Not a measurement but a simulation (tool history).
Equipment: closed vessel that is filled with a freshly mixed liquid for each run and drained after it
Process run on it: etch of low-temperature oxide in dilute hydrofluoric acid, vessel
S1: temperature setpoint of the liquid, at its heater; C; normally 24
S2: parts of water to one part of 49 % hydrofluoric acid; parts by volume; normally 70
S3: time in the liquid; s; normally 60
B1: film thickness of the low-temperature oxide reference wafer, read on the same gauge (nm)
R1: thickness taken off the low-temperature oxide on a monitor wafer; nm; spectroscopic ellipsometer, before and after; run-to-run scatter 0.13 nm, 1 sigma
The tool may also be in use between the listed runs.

Run 1, hour 0: usual settings; B1 120.03. Result: R1 18.02 nm.
Run 2, hour 46.4: usual settings; B1 120. Result: R1 18.01 nm.
Run 3, hour 77.4: usual settings; B1 120. Result: R1 17.53 nm.
Run 4, hour 126.8: usual settings; B1 120. Result: R1 17.28 nm.
Run 5, hour 190.5: usual settings; B1 120. Result: R1 17.2 nm.
Run 6, hour 259.2: usual settings but S3 75 s; B1 120. Result: R1 21.23 nm.
Run 7, hour 290.8: usual settings but S3 75 s; B1 119.98. Result: R1 21.33 nm.
Run 8, hour 354.1: usual settings but S1 26.5 C; B1 119.99. Result: R1 18.79 nm.
Run 9, hour 387.6: usual settings but S1 22 C; B1 120.02. Result: R1 15.53 nm.
Run 10, hour 445: usual settings but S1 22 C; B1 120.01. Result: R1 15.37 nm.
Run 11, hour 476.5: usual settings; B1 120.01. Result: R1 16.58 nm.
Run 12, hour 517.7: usual settings; B1 120.02. Result: R1 19 nm.
Run 13, hour 584.1: usual settings; B1 120.01. Result: R1 18.91 nm.
Run 14, hour 608.5: usual settings but S3 70 s; B1 120. Result: R1 21.74 nm.
Run 15, hour 642.7: usual settings but S2 50 parts by volume; B1 120.02. Result: R1 26.96 nm.
Run 16, hour 711.5: usual settings; B1 119.98. Result: R1 18.54 nm.
Run 17, hour 762.2: usual settings but S1 26.5 C, S2 90 parts by volume; B1 120. Result: R1 15.54 nm.
Run 18, hour 797.9: usual settings; B1 120.01. Result: R1 18.29 nm.
Run 19, hour 841.9: usual settings; B1 120. Result: R1 18.53 nm.
Run 20, hour 905.6: usual settings but S1 29 C, S2 55 parts by volume, S3 50 s; B1 120.01. Result: R1 24.19 nm.
Run 21, hour 956.2: usual settings but S1 26.5 C, S2 40 parts by volume, S3 50 s; B1 119.99. Result: R1 30.22 nm.
Run 22, hour 989: usual settings but S1 28 C, S3 95 s; B1 120.01. Result: R1 34.97 nm.
Run 23, hour 1058.7: usual settings but S1 21.5 C; B1 119.98. Result: R1 16.88 nm.
Run 24, hour 1112.8: usual settings but S2 60 parts by volume; B1 120.01. Result: R1 21.9 nm.
Run 25, hour 1172.9: usual settings but S1 21.5 C, S2 50 parts by volume, S3 40 s; B1 119.99. Result: R1 16.05 nm.
Run 26, hour 1198.7: usual settings but S1 22 C; B1 120. Result: R1 16.85 nm.
Run 27, hour 1242.7: usual settings; B1 120.01. Result: R1 18.75 nm.
Run 28, hour 1266.7: usual settings; B1 120.02. Result: R1 18.52 nm.
Run 29, hour 1323.5: usual settings; B1 120.01. Result: R1 18.44 nm.
Run 30, hour 1516.3: usual settings but S1 25.5 C, S2 40 parts by volume, S3 45 s; B1 120. Result: R1 25.95 nm.
Run 31, hour 1560.6: usual settings but S1 20 C, S2 80 parts by volume, S3 45 s; B1 120. Result: R1 9.77 nm.
Run 32, hour 1587.5: usual settings; B1 120.02. Result: R1 17.85 nm.
Run 33, hour 1654.8: usual settings but S1 19 C, S3 30 s; B1 120.01. Result: R1 7.68 nm.

The log once held 7 entries between its listed runs, left out of this copy. Where does each go, and what is different about the tool's unlogged condition between the listed run before it and the listed run after it?
Runs 2 to 3: thermometer replaced (hour 57.1); gauge calibrated (hour 65.1)
  liquid colder than its thermometer reads (K): 1.34 -> 2.27
  what was measured, less what the result would be without the hidden state, R1: -1.01 -> -1.7 nm
Runs 7 to 8: hydrofluoric acid flow meter replaced (hour 345.8)
  liquid colder than its thermometer reads (K): 2.76 -> 2.9
  what was measured, less what the result would be without the hidden state, R1: -2.55 -> -2.33 nm
Runs 11 to 12: thermometer replaced, repeated, since the last time left the tool worse (hour 510.7)
  liquid colder than its thermometer reads (K): 3.18 -> 0.0689
  what was measured, less what the result would be without the hidden state, R1: -2.31 -> -0.05 nm
Runs 21 to 22: thermometer replaced (hour 982.9)
  liquid colder than its thermometer reads (K): 1.07 -> 0.157
  what was measured, less what the result would be without the hidden state, R1: -1.36 -> -0.22 nm
Runs 24 to 25: gauge calibrated (hour 1164.8)
  liquid colder than its thermometer reads (K): 0.439 -> 0.575
  what was measured, less what the result would be without the hidden state, R1: -0.4 -> -0.4 nm
Runs 32 to 33: thermometer replaced (hour 1596)
  liquid colder than its thermometer reads (K): 1.52 -> 0.169
  what was measured, less what the result would be without the hidden state, R1: -1.14 -> -0.05 nm

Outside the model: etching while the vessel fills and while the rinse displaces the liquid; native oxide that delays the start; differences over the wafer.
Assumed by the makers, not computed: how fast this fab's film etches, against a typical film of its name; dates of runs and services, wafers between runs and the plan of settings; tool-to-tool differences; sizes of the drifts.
